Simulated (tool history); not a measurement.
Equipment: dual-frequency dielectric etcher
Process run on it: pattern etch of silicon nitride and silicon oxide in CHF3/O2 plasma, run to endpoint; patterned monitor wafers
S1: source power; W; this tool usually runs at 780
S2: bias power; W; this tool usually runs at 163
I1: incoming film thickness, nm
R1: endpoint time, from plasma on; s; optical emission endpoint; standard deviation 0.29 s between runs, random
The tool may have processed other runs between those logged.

run   hour   S1   S2     I1     R1
  1    0.0  780  163  158.3   98.6
  2    6.8  780  163  160.0   98.6
  3   17.6  900  163  160.2   91.4
  4   33.7  900  163  158.0   90.5
  5   39.9  650  163  160.0  113.0
  6   53.7  780  163  160.2  100.2
      67.7  -- bias power generator calibrated
  7   68.2  780  163  158.5   99.3
      93.6  -- upper electrode replaced
  8   94.1  780  163  157.3   98.5
  9   94.5  780  163  159.4  100.6
 10  105.0  780  130  158.2  107.7
 11  111.9  780  163  158.7   99.6
 12  122.7  860  163  158.5   93.9
     153.9  -- wet clean of the chamber
     155.3  -- source power generator calibrated
 13  155.8  780  148  160.6   99.1
 14  156.1  780  140  160.3  100.8
 15  158.2  630  144  160.4  115.7
 16  171.0  720  123  158.9  110.4

For run 17, what comes out?
 17  184.2  900  163  158.0   ?

R1: 87.1 s
Were there no unlogged condition in the tool, this run, its random variation unchanged, would have produced R1 87.1 s.
